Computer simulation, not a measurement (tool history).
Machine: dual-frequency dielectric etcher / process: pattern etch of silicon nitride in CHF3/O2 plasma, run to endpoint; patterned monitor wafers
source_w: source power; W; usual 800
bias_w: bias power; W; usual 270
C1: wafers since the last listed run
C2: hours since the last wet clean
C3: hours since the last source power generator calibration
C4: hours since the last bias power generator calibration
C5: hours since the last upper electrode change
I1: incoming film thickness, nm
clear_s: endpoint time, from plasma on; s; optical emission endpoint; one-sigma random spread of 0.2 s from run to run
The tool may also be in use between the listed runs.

Run 1, hour 0.0: usual settings but bias_w 292 W; C1 0; C2 450.2; C3 2410.6; C4 4973.5; C5 4659.3; I1 77.3. Result: clear_s 40.6 s.
Run 2, hour 9.7: usual settings; C1 163; C2 459.9; C3 2420.3; C4 4983.2; C5 4669.0; I1 76.9. Result: clear_s 42.0 s.
Run 3, hour 19.7: usual settings; C1 168; C2 469.9; C3 2430.3; C4 4993.2; C5 4679.0; I1 77.8. Result: clear_s 42.7 s.
Run 4, hour 32.4: usual settings; C1 213; C2 482.6; C3 2443.0; C4 5005.9; C5 4691.7; I1 77.6. Result: clear_s 42.3 s.
Run 5, hour 48.5: usual settings; C1 271; C2 498.7; C3 2459.1; C4 5022.0; C5 4707.8; I1 77.5. Result: clear_s 41.6 s.
Run 6, hour 64.4: usual settings; C1 267; C2 514.6; C3 2475.0; C4 5037.9; C5 4723.7; I1 77.8. Result: clear_s 42.2 s.
Run 7, hour 74.9: usual settings; C1 176; C2 525.1; C3 2485.5; C4 5048.4; C5 4734.2; I1 78.9. Result: clear_s 43.1 s.
At hour 79.5: bias power generator calibrated.
At hour 107.3: upper electrode replaced.
At hour 111.3: wet clean of the chamber.
Run 8, hour 111.8: usual settings; C1 81; C2 0.5; C3 2522.4; C4 32.3; C5 4.5; I1 77.7. Result: clear_s 42.1 s.
Run 9, hour 112.2: usual settings but source_w 700 W, bias_w 204 W; C1 6; C2 0.9; C3 2522.8; C4 32.7; C5 4.9; I1 78.6. Result: clear_s 48.4 s.
Run 10, hour 112.5: usual settings but source_w 660 W, bias_w 295 W; C1 5; C2 1.2; C3 2523.1; C4 33.0; C5 5.2; I1 78.0. Result: clear_s 43.9 s.
Run 11, hour 119.1: usual settings but source_w 660 W; C1 111; C2 7.8; C3 2529.7; C4 39.6; C5 11.8; I1 78.1. Result: clear_s 44.7 s.
At hour 124.7: source power generator calibrated.
Run 12, hour 127.1: usual settings but source_w 660 W, bias_w 219 W; C1 67; C2 15.8; C3 2.4; C4 47.6; C5 19.8; I1 78.6. Result: clear_s 48.6 s.
Run 13, hour 138.4: usual settings; C1 190; C2 27.1; C3 13.7; C4 58.9; C5 31.1; I1 77.7. Result: clear_s 42.2 s.
Run 14, hour 154.9: usual settings but source_w 910 W, bias_w 298 W; C1 277; C2 43.6; C3 30.2; C4 75.4; C5 47.6; I1 78.6. Result: clear_s 39.6 s.
Run 15, hour 162.3: usual settings but bias_w 289 W; C1 124; C2 51.0; C3 37.6; C4 82.8; C5 55.0; I1 78.2. Result: clear_s 41.3 s.

Here are 4 independent what-if runs from the current tool condition. What would each one return?
Run A, hour 162.7: usual settings but bias_w 298 W; C1 6; C2 51.4; C3 38.0; C4 83.2; C5 55.4; I1 77.5. Result: clear_s ?.
Run B, hour 162.7: usual settings but source_w 640 W, bias_w 244 W; C1 6; C2 51.4; C3 38.0; C4 83.2; C5 55.4; I1 77.5. Result: clear_s ?.
Run C, hour 162.7: usual settings but bias_w 322 W; C1 6; C2 51.4; C3 38.0; C4 83.2; C5 55.4; I1 77.5. Result: clear_s ?.
Run D, hour 162.7: usual settings but source_w 970 W, bias_w 327 W; C1 6; C2 51.4; C3 38.0; C4 83.2; C5 55.4; I1 77.5. Result: clear_s ?.

run  clear_s
  A     41.0
  B     47.0
  C     39.9
  D     37.2
With no hidden state in the tool, these same runs would have given:
run  clear_s
  A     41.0
  B     47.0
  C     39.9
  D     37.2

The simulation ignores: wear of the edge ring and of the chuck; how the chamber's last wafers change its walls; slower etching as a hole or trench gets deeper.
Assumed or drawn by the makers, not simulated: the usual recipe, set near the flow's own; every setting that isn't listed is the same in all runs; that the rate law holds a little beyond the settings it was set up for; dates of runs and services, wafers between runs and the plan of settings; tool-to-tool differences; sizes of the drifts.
